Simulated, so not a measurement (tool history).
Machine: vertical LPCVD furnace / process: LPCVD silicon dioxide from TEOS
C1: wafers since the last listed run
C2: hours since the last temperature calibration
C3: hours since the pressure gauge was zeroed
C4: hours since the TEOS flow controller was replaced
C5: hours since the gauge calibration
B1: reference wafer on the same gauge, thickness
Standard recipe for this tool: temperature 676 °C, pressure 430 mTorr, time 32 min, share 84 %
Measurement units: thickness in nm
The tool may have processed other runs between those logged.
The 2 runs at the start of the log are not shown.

Run 3, hour 8: usual settings; C1 75; C2 19.5; C3 29.2; C4 3849.3; C5 238.3; B1 184.95. Result: thickness 191.77 nm.
Run 4, hour 25.3: usual settings; C1 295; C2 36.8; C3 46.5; C4 3866.6; C5 255.6; B1 185.05. Result: thickness 191.06 nm.
Run 5, hour 35.2: usual settings but share 78 %; C1 169; C2 46.7; C3 56.4; C4 3876.5; C5 265.5; B1 185.16. Result: thickness 184.47 nm.
Run 6, hour 52.3: usual settings; C1 291; C2 63.8; C3 73.5; C4 3893.6; C5 282.6; B1 184.9. Result: thickness 192.46 nm.
At hour 78.6: thermocouples replaced and temperature profile calibrated, repeated, since the last time left the tool worse.
Run 7, hour 79.1: usual settings but temperature 685 °C, pressure 325 mTorr, time 26.5 min; C1 47; C2 0.5; C3 100.3; C4 3920.4; C5 309.4; B1 185. Result: thickness 153.03 nm.
Run 8, hour 82.8: usual settings but pressure 345 mTorr; C1 63; C2 4.2; C3 104; C4 3924.1; C5 313.1; B1 185.02. Result: thickness 153.45 nm.
Run 9, hour 90.3: usual settings but time 21 min, share 73 %; C1 128; C2 11.7; C3 111.5; C4 3931.6; C5 320.6; B1 184.85. Result: thickness 104.62 nm.
Run 10, hour 102.2: usual settings; C1 203; C2 23.6; C3 123.4; C4 3943.5; C5 332.5; B1 184.7. Result: thickness 171.41 nm.
Run 11, hour 110.5: usual settings but temperature 670 °C, pressure 370 mTorr, time 42.5 min, share 76 %; C1 141; C2 31.9; C3 131.7; C4 3951.8; C5 340.8; B1 184.95. Result: thickness 172.32 nm.
Run 12, hour 119.9: usual settings; C1 160; C2 41.3; C3 141.1; C4 3961.2; C5 350.2; B1 184.93. Result: thickness 171.7 nm.
Run 13, hour 140.4: usual settings; C1 350; C2 61.8; C3 161.6; C4 3981.7; C5 370.7; B1 185.15. Result: thickness 171.67 nm.
Run 14, hour 153.9: usual settings but temperature 682 °C, time 39.5 min; C1 230; C2 75.3; C3 175.1; C4 3995.2; C5 384.2; B1 184.91. Result: thickness 244.35 nm.
Run 15, hour 169: usual settings; C1 257; C2 90.4; C3 190.2; C4 4010.3; C5 399.3; B1 185.04. Result: thickness 171.91 nm.
Run 16, hour 182.3: usual settings but pressure 400 mTorr; C1 227; C2 103.7; C3 203.5; C4 4023.6; C5 412.6; B1 185.07. Result: thickness 165.48 nm.
Run 17, hour 199.4: usual settings but share 90 %; C1 291; C2 120.8; C3 220.6; C4 4040.7; C5 429.7; B1 185.05. Result: thickness 178.08 nm.
At hour 225.5: gauge calibrated.
Run 18, hour 243.7: usual settings but temperature 680 °C, pressure 460 mTorr, time 21.5 min, share 97 %; C1 756; C2 165.1; C3 264.9; C4 4085; C5 18.2; B1 185.03. Result: thickness 141.94 nm.
At hour 275.2: TEOS flow controller replaced.
Run 19, hour 275.7: usual settings; C1 136; C2 197.1; C3 296.9; C4 0.5; C5 50.2; B1 185. Result: thickness 173.43 nm.
Run 20, hour 279.4: usual settings; C1 63; C2 200.8; C3 300.6; C4 4.2; C5 53.9; B1 185.09. Result: thickness 173.21 nm.
Run 21, hour 287.3: usual settings; C1 134; C2 208.7; C3 308.5; C4 12.1; C5 61.8; B1 185.05. Result: thickness 172.56 nm.
Run 22, hour 294.4: usual settings but temperature 683 °C, pressure 480 mTorr, share 97 %; C1 121; C2 215.8; C3 315.6; C4 19.2; C5 68.9; B1 185.04. Result: thickness 232.51 nm.
Run 23, hour 300.9: usual settings; C1 110; C2 222.3; C3 322.1; C4 25.7; C5 75.4; B1 185. Result: thickness 173.3 nm.
Run 24, hour 317.3: usual settings but temperature 683 °C, share 70 %; C1 280; C2 238.7; C3 338.5; C4 42.1; C5 91.8; B1 185.04. Result: thickness 187.37 nm.
Run 25, hour 332.1: usual settings but time 41 min; C1 252; C2 253.5; C3 353.3; C4 56.9; C5 106.6; B1 184.95. Result: thickness 221.76 nm.
Run 26, hour 361.5: usual settings but temperature 670 °C, pressure 485 mTorr, time 24 min, share 94 %; C1 502; C2 282.9; C3 382.7; C4 86.3; C5 136; B1 185.27. Result: thickness 126.38 nm.
Run 27, hour 377.3: usual settings but temperature 686 °C, share 90 %; C1 269; C2 298.7; C3 398.5; C4 102.1; C5 151.8; B1 185.07. Result: thickness 228.97 nm.

Predict the results of run 28:
Run 28, hour 392.3: usual settings but pressure 495 mTorr, time 21.5 min; C1 256; C2 313.7; C3 413.5; C4 117.1; C5 166.8; B1 ?. Result: thickness ?.

{"run 28": {"B1": 185.05, "thickness": 125.37}}
With no hidden state in the tool, this same run would have given thickness 122.26 nm.

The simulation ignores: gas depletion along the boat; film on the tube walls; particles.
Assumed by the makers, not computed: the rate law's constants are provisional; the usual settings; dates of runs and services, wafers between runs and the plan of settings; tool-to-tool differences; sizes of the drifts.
